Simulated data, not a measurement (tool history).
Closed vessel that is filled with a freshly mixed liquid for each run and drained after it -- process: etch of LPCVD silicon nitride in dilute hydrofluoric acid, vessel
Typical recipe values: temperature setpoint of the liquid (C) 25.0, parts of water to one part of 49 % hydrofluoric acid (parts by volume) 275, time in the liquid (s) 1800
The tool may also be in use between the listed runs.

run	day	temperature setpoint of the liquid (C)	parts of water to one part of 49 % hydrofluoric acid (parts by volume)	time in the liquid (s)	wafers since the last listed run	hours since the thermometer was replaced	hours since the hydrofluoric acid flow meter was replaced	hours since the gauge calibration	read-back film thickness of the LPCVD silicon nitride reference wafer, read on the same gauge (nm)	thickness taken off the LPCVD silicon nitride on a monitor wafer (Å)
1	0.000	25.0	275	1800	0	1004.3	1945.8	387.0	110.014	31.53
2	1.421	28.5	275	1800	1264	1038.4	1979.9	421.1	109.988	39.17
3	3.400	25.0	275	1010	1761	1085.9	2027.4	468.6	110.005	17.44
4	4.038	25.0	275	1010	567	1101.2	2042.7	483.9	110.003	17.16
5	4.804	25.0	275	1010	682	1119.6	2061.1	502.3	110.013	17.69
6	5.929	25.0	275	1800	1001	1146.6	2088.1	529.3	110.030	30.30
# day 6.125: thermometer replaced
7	6.821	25.0	275	1800	756	16.7	2109.5	550.7	110.014	35.04
# day 7.071: gauge calibrated
8	7.875	25.0	275	1800	938	42.0	2134.8	19.3	109.997	34.69
9	9.029	25.0	355	1800	1027	69.7	2162.5	47.0	109.997	26.71
10	10.142	25.0	275	1800	990	96.4	2189.2	73.7	109.965	34.28
11	11.546	25.0	275	1800	1249	130.1	2222.9	107.4	109.972	34.64
# day 12.242: hydrofluoric acid flow meter replaced
12	12.433	26.5	400	2360	752	151.4	4.6	128.7	109.995	33.56
13	13.879	26.5	360	2205	1287	186.1	39.3	163.4	110.006	35.75
14	14.717	29.5	370	1800	745	206.2	59.4	183.5	110.024	33.10
15	16.029	21.0	275	1800	1168	237.7	90.9	215.0	110.001	25.86
16	16.808	20.5	185	855	693	256.4	109.6	233.7	109.987	17.62
17	17.512	25.0	275	1800	626	273.3	126.5	250.6	110.007	33.19
18	18.733	23.0	155	1800	1086	302.6	155.8	279.9	110.014	53.56

3 ways to go on from here, each from the tool as it stands after run 18. What would each give?
A	18.783	25.0	275	1800	44	303.8	157.0	281.1	?	?
B	18.783	29.5	275	1800	44	303.8	157.0	281.1	?	?
C	18.783	25.0	175	1800	44	303.8	157.0	281.1	?	?

run	read-back film thickness of the LPCVD silicon nitride reference wafer, read on the same gauge (nm)	thickness taken off the LPCVD silicon nitride on a monitor wafer (Å)
A	109.988	34.12
B	109.988	44.73
C	109.988	53.39
Stripped of hidden state, with their random variation kept, the same runs would have yielded:
run	thickness taken off the LPCVD silicon nitride on a monitor wafer (Å)
A	36.19
B	47.32
C	56.75
